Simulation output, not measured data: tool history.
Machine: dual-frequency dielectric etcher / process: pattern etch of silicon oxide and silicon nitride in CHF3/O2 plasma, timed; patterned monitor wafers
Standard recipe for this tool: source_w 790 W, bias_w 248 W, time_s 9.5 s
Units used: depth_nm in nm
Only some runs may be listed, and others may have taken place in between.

run    hour  source_w  bias_w  time_s  read-back reference wafer on the same gauge, depth_nm  depth_nm
  1       0       790     274    11.5                                                  15.99     23.12
  2    75.3       790     274    11.5                                                     16     23.31
  3   116.1       790     274    11.5                                                  15.99     23.52
  4   197.4       790     248     9.5                                                  15.98      18.3
  5   250.1       790     248     9.5                                                  15.99     18.45
  6   302.9       790     248     9.5                                                  15.98     18.23
  7   424.7       940     248     9.5                                                     16     19.14
  8     521       940     248     9.5                                                  16.01     19.21
  9   587.4       790     248     9.5                                                     16     18.26
 10     651       790     248     9.5                                                  15.99     18.54
 11   720.7       790     248     9.5                                                  16.01     18.34
 12   823.8       790     248     9.5                                                     16      18.5
 13   877.7       790     248     9.5                                                  16.04      18.6
 14   930.1       890     302    10.5                                                  16.01     23.17
 15   982.6       790     202      11                                                  15.99     18.95
 16  1066.5       910     248     9.5                                                  15.97     19.22
 17  1166.6       790     202      12                                                  15.97     20.93
 18  1270.2       790     248     9.5                                                  15.99     18.52
 19  1370.7       790     248     9.5                                                  15.99     18.36
 20    1418       790     274    11.5                                                  15.96     23.53
 21  1459.7       590     297       8                                                  15.99      15.4
 22    1553       600     227      12                                                     16     20.24
 23  1644.6       910     187      12                                                  16.04     20.79
 24  1732.4       980     220     9.5                                                  15.99     18.43

Missing from the log above: 9 entries noted between runs. For each, name the pair of listed runs it sits between and say how the tool's hidden condition differs from the listed run just before to the listed run just after:
After run 1, before run 2: wet clean of the chamber (hour 4.5)
  nothing in the hidden state changes from one run to the other
After run 6, before run 7: wet clean of the chamber (hour 409.9)
  nothing in the hidden state changes from one run to the other
After run 9, before run 10: gauge calibrated (hour 643.1)
  nothing in the hidden state changes from one run to the other
After run 10, before run 11: bias power generator calibrated (hour 678.3)
  nothing in the hidden state changes from one run to the other
After run 11, before run 12: wet clean of the chamber (hour 796.8)
  nothing in the hidden state changes from one run to the other
After run 14, before run 15: source power generator calibrated (hour 982.1)
  nothing in the hidden state changes from one run to the other
After run 17, before run 18: upper electrode replaced (hour 1218.9); wet clean of the chamber (hour 1235.2)
  nothing in the hidden state changes from one run to the other
After run 23, before run 24: wet clean of the chamber (hour 1703.7)
  nothing in the hidden state changes from one run to the other
